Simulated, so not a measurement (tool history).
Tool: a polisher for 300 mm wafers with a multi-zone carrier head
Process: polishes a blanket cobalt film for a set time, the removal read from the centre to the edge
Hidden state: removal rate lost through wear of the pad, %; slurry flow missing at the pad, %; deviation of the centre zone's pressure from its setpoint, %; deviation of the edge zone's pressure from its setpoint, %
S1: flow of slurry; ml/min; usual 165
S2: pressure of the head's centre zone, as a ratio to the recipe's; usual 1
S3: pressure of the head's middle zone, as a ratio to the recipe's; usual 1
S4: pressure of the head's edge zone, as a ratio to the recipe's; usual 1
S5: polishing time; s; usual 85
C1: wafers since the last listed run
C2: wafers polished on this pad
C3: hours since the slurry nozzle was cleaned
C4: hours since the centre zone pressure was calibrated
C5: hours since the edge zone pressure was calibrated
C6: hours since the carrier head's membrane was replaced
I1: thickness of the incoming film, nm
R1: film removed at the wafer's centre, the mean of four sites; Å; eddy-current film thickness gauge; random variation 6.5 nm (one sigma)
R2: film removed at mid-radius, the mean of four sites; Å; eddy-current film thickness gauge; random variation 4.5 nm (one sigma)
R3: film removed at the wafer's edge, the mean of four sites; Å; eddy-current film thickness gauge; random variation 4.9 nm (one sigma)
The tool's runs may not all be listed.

run,hour,S1,S2,S3,S4,S5,C1,C2,C3,C4,C5,C6,I1,R1,R2,R3
1,0,130,1,1,1,85,0,1126,289.8,158.2,801.6,182.2,1289.7,3691,3716,3933
# hour 65.1: edge zone pressure recalibrated
2,84.6,130,1,1,1,85,570,1697,374.4,242.8,19.5,266.8,1286.4,3693,3701,3852
3,175.5,165,0.92,1,1,85,627,2325,465.3,333.7,110.4,357.7,1289.7,3581,3915,4004
4,216,165,1,1,0.97,85,279,2604,505.8,374.2,150.9,398.2,1285.7,3985,3926,3958
5,278.2,205,1.04,1,1,85,429,3034,568,436.4,213.1,460.4,1274.2,4291,4107,4199
6,340.8,165,1,1,1,85,432,3466,630.6,499,275.7,523,1297.5,3919,3848,4036
# hour 348: slurry nozzle cleaned
7,416.8,165,1.07,1,1,85,517,3984,68.8,575,351.7,599,1313.7,4494,4162,4160
# hour 429.6: worn pad replaced by a new one
8,516.3,165,1.1,1,1.11,85,659,598,168.3,674.5,451.2,698.5,1312.9,4583,4057,4329
9,591,140,0.96,0.95,0.96,85,515,1114,243,749.2,525.9,773.2,1296.7,3700,3758,3920
10,698.8,195,1,1.11,1,105,744,1858,350.8,857,633.7,881,1286.3,5275,5235,5158
# hour 738.9: carrier head's membrane replaced by a new one
11,790.6,115,1,1,1.04,85,599,2458,442.6,948.8,725.5,51.7,1284.4,3552,3508,3900
# hour 810.9: edge zone pressure recalibrated
12,864.1,165,1.03,0.93,1.08,114,493,2952,516.1,1022.3,53.2,125.2,1286,5427,4964,5633
13,908.8,165,0.9,1.04,1,85,308,3261,560.8,1067,97.9,169.9,1303.4,3460,3940,4021
# hour 947.1: worn pad replaced by a new one
# hour 1005.1: centre zone pressure recalibrated
# hour 1014.3: slurry nozzle cleaned
14,1180.8,130,1,1,1,85,1830,1593,166.5,175.7,369.9,441.9,1296.8,3920,3846,4058
15,1276.9,165,1,1,1,85,663,2257,262.6,271.8,466,538,1315.7,4076,3916,4019

Run 16 comes next. What will it give?
16,1371.9,120,0.91,0.92,0.89,85,656,2913,357.6,366.8,561,633,1296,?,?,?

Run 16 gave R1 3337 Å, R2 3436 Å, R3 3605 Å.
Without the tool's hidden state the same run would have given R1 3790 Å, R2 3836 Å, R3 3883 Å.
